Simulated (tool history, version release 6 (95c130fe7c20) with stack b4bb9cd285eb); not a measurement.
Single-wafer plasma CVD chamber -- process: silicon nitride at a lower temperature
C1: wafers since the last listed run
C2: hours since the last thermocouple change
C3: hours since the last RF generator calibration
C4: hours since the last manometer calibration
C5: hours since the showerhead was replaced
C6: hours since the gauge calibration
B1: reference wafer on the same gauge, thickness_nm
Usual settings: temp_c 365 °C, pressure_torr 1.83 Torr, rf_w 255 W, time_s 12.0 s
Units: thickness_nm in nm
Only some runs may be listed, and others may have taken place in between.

Run 1, hour 0.0: usual settings; C1 0; C2 2364.1; C3 677.8; C4 2147.3; C5 2210.3; C6 906.5; B1 11.991. Result: thickness_nm 13.052 nm.
Run 2, hour 105.6: usual settings; C1 3907; C2 2469.7; C3 783.4; C4 2252.9; C5 2315.9; C6 1012.1; B1 12.002. Result: thickness_nm 12.976 nm.
Run 3, hour 130.2: usual settings; C1 910; C2 2494.3; C3 808.0; C4 2277.5; C5 2340.5; C6 1036.7; B1 11.998. Result: thickness_nm 12.974 nm.
Run 4, hour 156.9: usual settings; C1 987; C2 2521.0; C3 834.7; C4 2304.2; C5 2367.2; C6 1063.4; B1 12.010. Result: thickness_nm 12.971 nm.
Run 5, hour 184.4: usual settings; C1 1017; C2 2548.5; C3 862.2; C4 2331.7; C5 2394.7; C6 1090.9; B1 11.994. Result: thickness_nm 12.943 nm.
Run 6, hour 220.2: usual settings but temp_c 376 °C; C1 1324; C2 2584.3; C3 898.0; C4 2367.5; C5 2430.5; C6 1126.7; B1 11.999. Result: thickness_nm 12.917 nm.
At hour 223.4: gauge calibrated.
At hour 234.7: showerhead replaced.
Run 7, hour 244.7: usual settings; C1 610; C2 2608.8; C3 922.5; C4 2392.0; C5 10.0; C6 21.3; B1 11.991. Result: thickness_nm 12.971 nm.
Run 8, hour 275.9: usual settings; C1 1154; C2 2640.0; C3 953.7; C4 2423.2; C5 41.2; C6 52.5; B1 12.005. Result: thickness_nm 12.918 nm.
Run 9, hour 288.4: usual settings; C1 462; C2 2652.5; C3 966.2; C4 2435.7; C5 53.7; C6 65.0; B1 12.003. Result: thickness_nm 12.910 nm.
Run 10, hour 301.3: usual settings; C1 477; C2 2665.4; C3 979.1; C4 2448.6; C5 66.6; C6 77.9; B1 12.002. Result: thickness_nm 12.972 nm.
Run 11, hour 313.5: usual settings; C1 451; C2 2677.6; C3 991.3; C4 2460.8; C5 78.8; C6 90.1; B1 12.000. Result: thickness_nm 12.979 nm.
Run 12, hour 346.1: usual settings but pressure_torr 2.19 Torr, time_s 10.9 s; C1 1206; C2 2710.2; C3 1023.9; C4 2493.4; C5 111.4; C6 122.7; B1 12.006. Result: thickness_nm 12.419 nm.
At hour 386.3: thermocouple changed; heater temperature recalibrated.
Run 13, hour 386.8: usual settings; C1 1209; C2 0.5; C3 1064.6; C4 2534.1; C5 152.1; C6 163.4; B1 12.000. Result: thickness_nm 12.918 nm.
Run 14, hour 391.8: usual settings but temp_c 352 °C, rf_w 205 W; C1 185; C2 5.5; C3 1069.6; C4 2539.1; C5 157.1; C6 168.4; B1 12.001. Result: thickness_nm 10.278 nm.
Run 15, hour 416.8: usual settings; C1 925; C2 30.5; C3 1094.6; C4 2564.1; C5 182.1; C6 193.4; B1 11.997. Result: thickness_nm 12.955 nm.
Run 16, hour 435.7: usual settings; C1 699; C2 49.4; C3 1113.5; C4 2583.0; C5 201.0; C6 212.3; B1 11.997. Result: thickness_nm 12.903 nm.
Run 17, hour 461.4: usual settings; C1 950; C2 75.1; C3 1139.2; C4 2608.7; C5 226.7; C6 238.0; B1 12.003. Result: thickness_nm 12.898 nm.
Run 18, hour 497.4: usual settings but temp_c 374 °C, time_s 11.0 s; C1 1332; C2 111.1; C3 1175.2; C4 2644.7; C5 262.7; C6 274.0; B1 11.998. Result: thickness_nm 11.797 nm.
At hour 507.8: RF generator calibrated.
Run 19, hour 521.1: usual settings but temp_c 379 °C, pressure_torr 2.24 Torr, rf_w 215 W, time_s 11.1 s; C1 580; C2 134.8; C3 13.3; C4 2668.4; C5 286.4; C6 297.7; B1 11.995. Result: thickness_nm 10.981 nm.
Run 20, hour 551.4: usual settings but temp_c 378 °C, pressure_torr 2.13 Torr, rf_w 290 W, time_s 10.6 s; C1 1121; C2 165.1; C3 43.6; C4 2698.7; C5 316.7; C6 328.0; B1 11.993. Result: thickness_nm 13.916 nm.
Run 21, hour 585.0: usual settings but temp_c 358 °C, pressure_torr 1.66 Torr, rf_w 215 W, time_s 10.9 s; C1 1243; C2 198.7; C3 77.2; C4 2732.3; C5 350.3; C6 361.6; B1 11.998. Result: thickness_nm 9.812 nm.
At hour 597.1: capacitance manometer re-zeroed and calibrated.
Run 22, hour 598.5: usual settings; C1 203; C2 212.2; C3 90.7; C4 1.4; C5 363.8; C6 375.1; B1 12.002. Result: thickness_nm 13.525 nm.
Run 23, hour 631.5: usual settings; C1 1221; C2 245.2; C3 123.7; C4 34.4; C5 396.8; C6 408.1; B1 11.995. Result: thickness_nm 13.531 nm.
Run 24, hour 665.1: usual settings but temp_c 351 °C, pressure_torr 1.95 Torr, time_s 13.4 s; C1 1243; C2 278.8; C3 157.3; C4 68.0; C5 430.4; C6 441.7; B1 12.009. Result: thickness_nm 15.459 nm.
Run 25, hour 696.2: usual settings; C1 1150; C2 309.9; C3 188.4; C4 99.1; C5 461.5; C6 472.8; B1 11.993. Result: thickness_nm 13.471 nm.
Run 26, hour 729.4: usual settings but temp_c 373 °C, pressure_torr 2.05 Torr; C1 1228; C2 343.1; C3 221.6; C4 132.3; C5 494.7; C6 506.0; B1 11.996. Result: thickness_nm 13.890 nm.
Run 27, hour 809.8: usual settings but rf_w 225 W; C1 2974; C2 423.5; C3 302.0; C4 212.7; C5 575.1; C6 586.4; B1 12.006. Result: thickness_nm 11.804 nm.
Run 28, hour 845.5: usual settings but temp_c 355 °C, rf_w 305 W; C1 1320; C2 459.2; C3 337.7; C4 248.4; C5 610.8; C6 622.1; B1 11.998. Result: thickness_nm 15.807 nm.
Run 29, hour 859.1: usual settings but temp_c 351 °C, pressure_torr 2.00 Torr, rf_w 230 W, time_s 10.9 s; C1 503; C2 472.8; C3 351.3; C4 262.0; C5 624.4; C6 635.7; B1 11.992. Result: thickness_nm 11.269 nm.

The tool's hidden state at each run:
wafer temperature above the value expected at the setpoint (K): 0 in every run
gauge reads high (%): 0 in every run
H1: delivered RF power above the setpoint (%)
H2: true pressure above the setpoint (%)
run      H1       H2
  1    -3.4    -4.54
  2   -3.53    -4.89
  3   -3.56    -4.97
  4   -3.59    -5.06
  5   -3.61    -5.15
  6   -3.64    -5.26
  7   -3.66    -5.34
  8   -3.68    -5.45
  9   -3.69    -5.49
 10    -3.7    -5.53
 11   -3.71    -5.57
 12   -3.73    -5.68
 13   -3.75    -5.81
 14   -3.75    -5.83
 15   -3.76    -5.91
 16   -3.77    -5.97
 17   -3.78    -6.06
 18    -3.8    -6.18
 19  -0.191    -6.25
 20  -0.452    -6.35
 21  -0.718    -6.46
 22  -0.818    0.243
 23   -1.05    0.134
 24   -1.26   0.0234
 25   -1.44  -0.0789
 26   -1.62   -0.188
 27   -1.99   -0.453
 28   -2.13    -0.57
 29   -2.18   -0.615
